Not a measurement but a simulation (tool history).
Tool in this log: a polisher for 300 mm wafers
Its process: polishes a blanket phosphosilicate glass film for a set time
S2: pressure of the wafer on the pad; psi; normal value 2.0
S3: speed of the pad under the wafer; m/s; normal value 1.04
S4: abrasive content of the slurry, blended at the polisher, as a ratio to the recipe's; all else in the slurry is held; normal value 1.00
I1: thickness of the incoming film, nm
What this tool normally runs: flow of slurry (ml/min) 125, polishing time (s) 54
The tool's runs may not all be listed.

{"run": 1, "hour": 0.0, "flow of slurry (ml/min)": 125, "S2": 2.0, "S3": 1.04, "S4": 1.0, "polishing time (s)": 54, "I1": 4678.9, "film removed (Å)": 3404}
{"hour": 44.2, "done": "worn pad replaced by a new one"}
{"run": 2, "hour": 50.0, "flow of slurry (ml/min)": 125, "S2": 2.0, "S3": 1.04, "S4": 1.0, "polishing time (s)": 54, "I1": 4622.9, "film removed (Å)": 3372}
{"run": 3, "hour": 94.8, "flow of slurry (ml/min)": 125, "S2": 2.0, "S3": 1.04, "S4": 1.0, "polishing time (s)": 54, "I1": 4706.8, "film removed (Å)": 3387}
{"hour": 122.4, "done": "slurry blender recalibrated"}
{"run": 4, "hour": 146.0, "flow of slurry (ml/min)": 125, "S2": 2.0, "S3": 1.04, "S4": 1.0, "polishing time (s)": 54, "I1": 4716.5, "film removed (Å)": 3462}
{"run": 5, "hour": 212.6, "flow of slurry (ml/min)": 125, "S2": 2.0, "S3": 1.04, "S4": 1.0, "polishing time (s)": 54, "I1": 4656.5, "film removed (Å)": 3461}
{"hour": 233.5, "done": "slurry nozzle cleaned"}
{"run": 6, "hour": 239.3, "flow of slurry (ml/min)": 125, "S2": 2.0, "S3": 0.88, "S4": 1.0, "polishing time (s)": 54, "I1": 4628.3, "film removed (Å)": 3023}
{"run": 7, "hour": 302.6, "flow of slurry (ml/min)": 125, "S2": 2.0, "S3": 0.88, "S4": 1.0, "polishing time (s)": 54, "I1": 4624.9, "film removed (Å)": 3117}
{"run": 8, "hour": 349.3, "flow of slurry (ml/min)": 125, "S2": 2.0, "S3": 0.88, "S4": 1.0, "polishing time (s)": 54, "I1": 4768.4, "film removed (Å)": 3110}
{"hour": 357.2, "done": "worn pad replaced by a new one, of another model than before"}
{"hour": 375.6, "done": "conditioning disc replaced and pad reconditioned"}
{"hour": 443.4, "done": "head pressure recalibrated"}
{"hour": 467.4, "done": "slurry blender recalibrated"}
{"run": 9, "hour": 536.6, "flow of slurry (ml/min)": 125, "S2": 2.0, "S3": 1.04, "S4": 1.0, "polishing time (s)": 54, "I1": 4756.5, "film removed (Å)": 3297}
{"run": 10, "hour": 565.3, "flow of slurry (ml/min)": 125, "S2": 2.0, "S3": 1.04, "S4": 1.0, "polishing time (s)": 54, "I1": 4692.1, "film removed (Å)": 3359}
{"run": 11, "hour": 627.3, "flow of slurry (ml/min)": 155, "S2": 2.0, "S3": 1.04, "S4": 1.0, "polishing time (s)": 59, "I1": 4753.0, "film removed (Å)": 3675}
{"hour": 652.8, "done": "worn pad replaced by a new one"}
{"run": 12, "hour": 655.2, "flow of slurry (ml/min)": 80, "S2": 1.3, "S3": 1.04, "S4": 0.8, "polishing time (s)": 42, "I1": 4731.5, "film removed (Å)": 1742}
{"run": 13, "hour": 721.5, "flow of slurry (ml/min)": 125, "S2": 2.0, "S3": 1.04, "S4": 0.8, "polishing time (s)": 54, "I1": 4755.8, "film removed (Å)": 3187}
{"hour": 723.9, "done": "slurry nozzle cleaned"}
{"run": 14, "hour": 761.0, "flow of slurry (ml/min)": 125, "S2": 2.0, "S3": 1.04, "S4": 1.0, "polishing time (s)": 43, "I1": 4638.2, "film removed (Å)": 2661}
{"hour": 771.2, "done": "slurry blender recalibrated"}
{"run": 15, "hour": 793.5, "flow of slurry (ml/min)": 125, "S2": 2.0, "S3": 1.04, "S4": 1.0, "polishing time (s)": 54, "I1": 4723.2, "film removed (Å)": 3392}
{"hour": 831.2, "done": "conditioning disc replaced and pad reconditioned"}
{"run": 16, "hour": 857.9, "flow of slurry (ml/min)": 125, "S2": 1.4, "S3": 1.04, "S4": 1.0, "polishing time (s)": 64, "I1": 4744.0, "film removed (Å)": 3174}
{"run": 17, "hour": 888.0, "flow of slurry (ml/min)": 125, "S2": 1.5, "S3": 1.34, "S4": 1.0, "polishing time (s)": 37, "I1": 4630.3, "film removed (Å)": 2195}
{"run": 18, "hour": 924.6, "flow of slurry (ml/min)": 125, "S2": 1.7, "S3": 1.04, "S4": 1.0, "polishing time (s)": 54, "I1": 4714.4, "film removed (Å)": 3028}
{"run": 19, "hour": 965.9, "flow of slurry (ml/min)": 125, "S2": 2.0, "S3": 1.14, "S4": 1.0, "polishing time (s)": 54, "I1": 4677.2, "film removed (Å)": 3679}
{"hour": 982.5, "done": "worn pad replaced by a new one"}
{"run": 20, "hour": 990.7, "flow of slurry (ml/min)": 125, "S2": 2.0, "S3": 0.88, "S4": 1.0, "polishing time (s)": 54, "I1": 4714.5, "film removed (Å)": 3264}
{"run": 21, "hour": 1036.8, "flow of slurry (ml/min)": 125, "S2": 2.0, "S3": 1.04, "S4": 1.0, "polishing time (s)": 46, "I1": 4677.9, "film removed (Å)": 3000}
{"run": 22, "hour": 1068.9, "flow of slurry (ml/min)": 155, "S2": 2.0, "S3": 1.04, "S4": 1.0, "polishing time (s)": 35, "I1": 4641.0, "film removed (Å)": 2340}
{"hour": 1075.2, "done": "head pressure recalibrated"}
{"run": 23, "hour": 1118.9, "flow of slurry (ml/min)": 95, "S2": 2.0, "S3": 1.04, "S4": 1.0, "polishing time (s)": 62, "I1": 4747.8, "film removed (Å)": 3742}
{"hour": 1123.7, "done": "slurry blender recalibrated"}
{"run": 24, "hour": 1146.0, "flow of slurry (ml/min)": 125, "S2": 2.0, "S3": 1.04, "S4": 1.0, "polishing time (s)": 54, "I1": 4715.7, "film removed (Å)": 3293}
{"run": 25, "hour": 1181.1, "flow of slurry (ml/min)": 125, "S2": 2.4, "S3": 1.3, "S4": 1.0, "polishing time (s)": 54, "I1": 4670.1, "film removed (Å)": 4294}

Predict each of these 4 candidate next runs independently; none follows another, all start after run 25:
{"run": "A", "hour": 1181.5, "flow of slurry (ml/min)": 125, "S2": 2.0, "S3": 1.04, "S4": 1.0, "polishing time (s)": 54, "I1": 4688.1, "film removed (Å)": "?"}
{"run": "B", "hour": 1181.5, "flow of slurry (ml/min)": 155, "S2": 1.7, "S3": 0.8, "S4": 1.15, "polishing time (s)": 54, "I1": 4688.1, "film removed (Å)": "?"}
{"run": "C", "hour": 1181.5, "flow of slurry (ml/min)": 125, "S2": 2.0, "S3": 1.04, "S4": 0.85, "polishing time (s)": 54, "I1": 4688.1, "film removed (Å)": "?"}
{"run": "D", "hour": 1181.5, "flow of slurry (ml/min)": 125, "S2": 2.0, "S3": 1.04, "S4": 1.0, "polishing time (s)": 36, "I1": 4688.1, "film removed (Å)": "?"}

run=A film_removed_(Å)=3317
run=B film_removed_(Å)=2706
run=C film_removed_(Å)=3174
run=D film_removed_(Å)=2211
Without the tool's hidden state the same runs would have given:
run=A film_removed_(Å)=3338
run=B film_removed_(Å)=2724
run=C film_removed_(Å)=3195
run=D film_removed_(Å)=2226

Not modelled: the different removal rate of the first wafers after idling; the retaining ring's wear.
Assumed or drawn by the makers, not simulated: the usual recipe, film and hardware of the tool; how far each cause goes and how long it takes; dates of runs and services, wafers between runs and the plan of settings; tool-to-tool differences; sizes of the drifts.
